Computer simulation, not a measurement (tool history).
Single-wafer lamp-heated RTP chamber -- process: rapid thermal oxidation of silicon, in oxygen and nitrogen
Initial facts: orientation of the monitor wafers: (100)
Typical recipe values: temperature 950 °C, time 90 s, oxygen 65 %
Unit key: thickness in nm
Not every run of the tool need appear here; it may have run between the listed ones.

run,hour,temperature,time,oxygen,wafers since the last listed run,wafers since the last pyrometer calibration,hours since the oxygen flow controller was replaced,hours since the gauge calibration,"read-back reference wafer on the same gauge, thickness",thickness
1,0.0,950,65,50,0,6693,5533.9,22.5,4.640,3.748
2,19.9,950,65,50,91,6784,5553.8,42.4,4.642,3.747
3,33.1,950,116,74,60,6844,5567.0,55.6,4.641,5.392
4,62.8,950,116,74,135,6980,5596.7,85.3,4.638,5.380
5,79.4,950,116,74,75,7056,5613.3,101.9,4.640,5.397
# hour 99.7: pyrometer window cleaned and pyrometer calibrated
6,104.6,950,54,65,78,22,5638.5,127.1,4.639,3.540
7,129.7,950,54,65,114,137,5663.6,152.2,4.641,3.551
8,145.7,971,133,65,73,210,5679.6,168.2,4.640,5.952
# hour 163.0: gauge calibrated
9,172.3,958,90,84,121,332,5706.2,9.3,4.638,4.981
10,192.1,950,54,65,90,423,5726.0,29.1,4.642,3.567
11,212.0,926,49,91,91,514,5745.9,49.0,4.640,3.251
12,225.5,934,71,35,61,575,5759.4,62.5,4.640,3.086
# hour 239.5: oxygen flow controller replaced
13,248.7,950,90,65,69,645,9.2,85.7,4.641,4.352
14,281.7,961,107,65,151,796,42.2,118.7,4.641,5.076
15,315.7,969,129,86,155,952,76.2,152.7,4.639,6.458

Each row is a separate what-if for the run after 15, all from the same tool condition, not one after another. Results?
A,316.2,950,90,47,2,954,76.7,153.2,?,?
B,316.2,950,109,94,2,954,76.7,153.2,?,?
C,316.2,950,57,65,2,954,76.7,153.2,?,?

run,"read-back reference wafer on the same gauge, thickness",thickness
A,4.644,3.961
B,4.644,5.340
C,4.644,3.653
What these runs would have given with no unlogged condition in the tool:
run,thickness
A,3.891
B,5.229
C,3.590

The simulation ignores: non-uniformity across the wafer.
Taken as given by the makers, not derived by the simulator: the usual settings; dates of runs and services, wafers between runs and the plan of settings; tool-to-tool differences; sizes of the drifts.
